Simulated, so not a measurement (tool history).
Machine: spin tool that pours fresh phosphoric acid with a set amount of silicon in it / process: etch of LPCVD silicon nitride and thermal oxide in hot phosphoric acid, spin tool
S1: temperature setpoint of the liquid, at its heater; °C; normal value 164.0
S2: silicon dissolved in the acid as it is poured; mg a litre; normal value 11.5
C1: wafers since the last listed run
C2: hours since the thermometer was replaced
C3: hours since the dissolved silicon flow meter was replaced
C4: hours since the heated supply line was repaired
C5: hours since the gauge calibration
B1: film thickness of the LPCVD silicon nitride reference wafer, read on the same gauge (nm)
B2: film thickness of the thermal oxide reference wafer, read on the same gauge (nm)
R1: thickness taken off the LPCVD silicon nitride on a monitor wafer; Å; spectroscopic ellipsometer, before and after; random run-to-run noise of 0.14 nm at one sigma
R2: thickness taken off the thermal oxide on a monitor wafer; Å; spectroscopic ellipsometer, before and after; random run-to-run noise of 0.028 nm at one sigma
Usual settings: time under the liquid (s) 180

Run 1, hour 0.0: usual settings but S2 14.0 mg a litre; C1 0; C2 958.0; C3 505.0; C4 660.7; C5 414.1; B1 70.02; B2 99.978. Result: R1 190.2 Å, R2 5.45 Å.
Run 2, hour 68.0: usual settings but S2 14.0 mg a litre; C1 488; C2 1026.0; C3 573.0; C4 728.7; C5 482.1; B1 70.00; B2 99.998. Result: R1 189.7 Å, R2 5.87 Å.
At hour 81.0: heated supply line repaired.
Run 3, hour 119.9: usual settings but S2 14.0 mg a litre; C1 365; C2 1077.9; C3 624.9; C4 38.9; C5 534.0; B1 69.96; B2 100.037. Result: R1 192.7 Å, R2 4.83 Å.
Run 4, hour 165.1: usual settings but S2 9.0 mg a litre; C1 324; C2 1123.1; C3 670.1; C4 84.1; C5 579.2; B1 70.01; B2 99.986. Result: R1 190.3 Å, R2 6.47 Å.
Run 5, hour 305.4: usual settings but S2 9.0 mg a litre; C1 1007; C2 1263.4; C3 810.4; C4 224.4; C5 719.5; B1 70.00; B2 100.058. Result: R1 192.1 Å, R2 6.10 Å.
At hour 331.5: thermometer replaced.
At hour 500.9: gauge calibrated.
Run 6, hour 514.1: usual settings but S2 9.0 mg a litre; C1 1492; C2 182.6; C3 1019.1; C4 433.1; C5 13.2; B1 70.00; B2 100.036. Result: R1 178.9 Å, R2 4.93 Å.
Run 7, hour 562.0: usual settings; C1 344; C2 230.5; C3 1067.0; C4 481.0; C5 61.1; B1 70.02; B2 100.002. Result: R1 180.6 Å, R2 5.35 Å.
Run 8, hour 593.3: usual settings but S1 166.5 °C, S2 5.5 mg a litre, time under the liquid (s) 270; C1 224; C2 261.8; C3 1098.3; C4 512.3; C5 92.4; B1 70.03; B2 99.997. Result: R1 293.5 Å, R2 10.90 Å.
Run 9, hour 644.7: usual settings but time under the liquid (s) 80; C1 369; C2 313.2; C3 1149.7; C4 563.7; C5 143.8; B1 69.99; B2 99.990. Result: R1 80.5 Å, R2 2.39 Å.
At hour 692.1: dissolved silicon flow meter replaced.
Run 10, hour 701.0: usual settings but S2 5.0 mg a litre; C1 397; C2 369.5; C3 8.9; C4 620.0; C5 200.1; B1 70.02; B2 99.995. Result: R1 181.6 Å, R2 6.54 Å.
Run 11, hour 769.5: usual settings but S1 166.5 °C, S2 4.0 mg a litre; C1 492; C2 438.0; C3 77.4; C4 688.5; C5 268.6; B1 69.99; B2 99.996. Result: R1 199.9 Å, R2 7.59 Å.
Run 12, hour 831.5: usual settings; C1 445; C2 500.0; C3 139.4; C4 750.5; C5 330.6; B1 70.04; B2 99.987. Result: R1 186.1 Å, R2 5.57 Å.
At hour 862.3: heated supply line repaired.
Run 13, hour 895.6: usual settings but time under the liquid (s) 270; C1 453; C2 564.1; C3 203.5; C4 33.3; C5 394.7; B1 70.04; B2 99.960. Result: R1 277.5 Å, R2 8.31 Å.
Run 14, hour 947.2: usual settings but S1 166.5 °C, S2 18.5 mg a litre; C1 370; C2 615.7; C3 255.1; C4 84.9; C5 446.3; B1 70.00; B2 99.997. Result: R1 200.5 Å, R2 5.10 Å.
Run 15, hour 993.0: usual settings but S1 163.0 °C, time under the liquid (s) 80; C1 329; C2 661.5; C3 300.9; C4 130.7; C5 492.1; B1 69.98; B2 99.977. Result: R1 80.8 Å, R2 2.13 Å.
Run 16, hour 1025.7: usual settings; C1 234; C2 694.2; C3 333.6; C4 163.4; C5 524.8; B1 69.98; B2 99.964. Result: R1 184.9 Å, R2 5.09 Å.
Run 17, hour 1072.6: usual settings; C1 336; C2 741.1; C3 380.5; C4 210.3; C5 571.7; B1 70.04; B2 100.029. Result: R1 184.3 Å, R2 5.50 Å.
Run 18, hour 1138.2: usual settings but S1 162.5 °C, time under the liquid (s) 105; C1 471; C2 806.7; C3 446.1; C4 275.9; C5 637.3; B1 69.98; B2 99.997. Result: R1 102.5 Å, R2 2.87 Å.
Run 19, hour 1164.0: usual settings; C1 185; C2 832.5; C3 471.9; C4 301.7; C5 663.1; B1 70.01; B2 100.034. Result: R1 188.0 Å, R2 5.47 Å.
Run 20, hour 1221.6: usual settings but S2 20.0 mg a litre; C1 413; C2 890.1; C3 529.5; C4 359.3; C5 720.7; B1 69.98; B2 100.008. Result: R1 191.3 Å, R2 4.64 Å.
Run 21, hour 1288.1: usual settings but time under the liquid (s) 125; C1 477; C2 956.6; C3 596.0; C4 425.8; C5 787.2; B1 70.01; B2 99.994. Result: R1 133.0 Å, R2 4.39 Å.

Some steps in R1, run to run, broken into two amounts with sign: the step expected even without the hidden condition (settings, incoming material, random variation), and the rest, left for the hidden condition together with whatever gauge scatter is not in both the measured and the hidden-condition-free result:
Unlogged tool condition in this case: liquid hotter than its thermometer reads (K); dissolved silicon flow above the setpoint (%); temperature lost on the way to the wafer (K); gauge reads high (%).
Run 5 -> 6: thermometer replaced, gauge calibrated. R1 -13.2 Å: hidden state -13.6, all else +0.4.
Run 8 -> 9: S1 166.5 -> 164.0, S2 5.5 -> 11.5, time under the liquid (s) 270 -> 80. R1 -213.0 Å: hidden state -4.5, all else -208.5.
Run 14 -> 15: S1 166.5 -> 163.0, S2 18.5 -> 11.5, time under the liquid (s) 180 -> 80. R1 -119.7 Å: hidden state -5.2, all else -114.5.
Run 15 -> 16: S1 163.0 -> 164.0, time under the liquid (s) 80 -> 180. R1 +104.1 Å: hidden state +5.6, all else +98.5.

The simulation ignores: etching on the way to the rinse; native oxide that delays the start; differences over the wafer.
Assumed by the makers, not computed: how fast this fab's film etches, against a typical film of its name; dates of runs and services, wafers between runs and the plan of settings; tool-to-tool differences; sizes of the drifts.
